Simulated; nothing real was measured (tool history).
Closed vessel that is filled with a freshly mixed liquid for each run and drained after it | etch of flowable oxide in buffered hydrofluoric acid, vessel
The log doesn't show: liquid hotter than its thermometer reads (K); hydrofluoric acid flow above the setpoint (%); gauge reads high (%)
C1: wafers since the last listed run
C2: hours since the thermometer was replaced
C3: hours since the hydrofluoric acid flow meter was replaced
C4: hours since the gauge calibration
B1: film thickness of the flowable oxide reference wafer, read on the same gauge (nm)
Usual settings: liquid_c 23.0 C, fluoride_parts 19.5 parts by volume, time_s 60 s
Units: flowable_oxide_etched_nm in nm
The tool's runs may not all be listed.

Run 1, hour 0.0: usual settings; C1 0; C2 1563.3; C3 414.3; C4 248.4; B1 80.02. Result: flowable_oxide_etched_nm 138.98 nm.
Run 2, hour 36.0: usual settings; C1 2473; C2 1599.3; C3 450.3; C4 284.4; B1 80.01. Result: flowable_oxide_etched_nm 138.41 nm.
Run 3, hour 69.1: usual settings; C1 2274; C2 1632.4; C3 483.4; C4 317.5; B1 80.04. Result: flowable_oxide_etched_nm 138.78 nm.
Run 4, hour 83.3: usual settings; C1 975; C2 1646.6; C3 497.6; C4 331.7; B1 80.03. Result: flowable_oxide_etched_nm 139.41 nm.
Run 5, hour 115.9: usual settings; C1 2239; C2 1679.2; C3 530.2; C4 364.3; B1 79.97. Result: flowable_oxide_etched_nm 140.61 nm.
At hour 117.6: thermometer replaced.
Run 6, hour 143.8: usual settings but fluoride_parts 17.5 parts by volume; C1 1848; C2 26.2; C3 558.1; C4 392.2; B1 80.00. Result: flowable_oxide_etched_nm 136.54 nm.
At hour 149.8: gauge calibrated.
Run 7, hour 161.6: usual settings; C1 1222; C2 44.0; C3 575.9; C4 11.8; B1 79.98. Result: flowable_oxide_etched_nm 123.03 nm.
Run 8, hour 188.5: usual settings but fluoride_parts 25.0 parts by volume; C1 1848; C2 70.9; C3 602.8; C4 38.7; B1 79.96. Result: flowable_oxide_etched_nm 102.37 nm.
At hour 195.6: hydrofluoric acid flow meter replaced.
Run 9, hour 219.1: usual settings; C1 2033; C2 101.5; C3 23.5; C4 69.3; B1 80.04. Result: flowable_oxide_etched_nm 123.31 nm.
Run 10, hour 231.4: usual settings but liquid_c 27.5 C, fluoride_parts 26.0 parts by volume, time_s 80 s; C1 845; C2 113.8; C3 35.8; C4 81.6; B1 80.06. Result: flowable_oxide_etched_nm 170.39 nm.
Run 11, hour 262.5: usual settings but fluoride_parts 25.0 parts by volume, time_s 90 s; C1 2136; C2 144.9; C3 66.9; C4 112.7; B1 79.96. Result: flowable_oxide_etched_nm 154.94 nm.
Run 12, hour 278.4: usual settings but time_s 50 s; C1 1092; C2 160.8; C3 82.8; C4 128.6; B1 79.97. Result: flowable_oxide_etched_nm 102.53 nm.
Run 13, hour 296.1: usual settings; C1 1216; C2 178.5; C3 100.5; C4 146.3; B1 80.01. Result: flowable_oxide_etched_nm 123.58 nm.
Run 14, hour 309.4: usual settings but time_s 45 s; C1 913; C2 191.8; C3 113.8; C4 159.6; B1 79.99. Result: flowable_oxide_etched_nm 92.77 nm.
Run 15, hour 343.4: usual settings but time_s 45 s; C1 2335; C2 225.8; C3 147.8; C4 193.6; B1 80.01. Result: flowable_oxide_etched_nm 93.69 nm.

Forecast each of these 4 alternatives for the next run:
Run A, hour 344.1: usual settings but liquid_c 20.0 C; C1 48; C2 226.5; C3 148.5; C4 194.3; B1 ?. Result: flowable_oxide_etched_nm ?.
Run B, hour 344.1: usual settings but liquid_c 19.5 C, fluoride_parts 15.0 parts by volume, time_s 75 s; C1 48; C2 226.5; C3 148.5; C4 194.3; B1 ?. Result: flowable_oxide_etched_nm ?.
Run C, hour 344.1: usual settings but liquid_c 18.0 C, fluoride_parts 24.0 parts by volume; C1 48; C2 226.5; C3 148.5; C4 194.3; B1 ?. Result: flowable_oxide_etched_nm ?.
Run D, hour 344.1: usual settings but liquid_c 27.5 C, fluoride_parts 22.0 parts by volume, time_s 70 s; C1 48; C2 226.5; C3 148.5; C4 194.3; B1 ?. Result: flowable_oxide_etched_nm ?.

run     B1  flowable_oxide_etched_nm
  A  79.97                    105.22
  B  79.97                    165.66
  C  79.97                     80.84
  D  79.97                    168.98
Without the tool's hidden state the same runs would have given:
run  flowable_oxide_etched_nm
  A                    101.97
  B                    160.53
  C                     78.31
  D                    163.99

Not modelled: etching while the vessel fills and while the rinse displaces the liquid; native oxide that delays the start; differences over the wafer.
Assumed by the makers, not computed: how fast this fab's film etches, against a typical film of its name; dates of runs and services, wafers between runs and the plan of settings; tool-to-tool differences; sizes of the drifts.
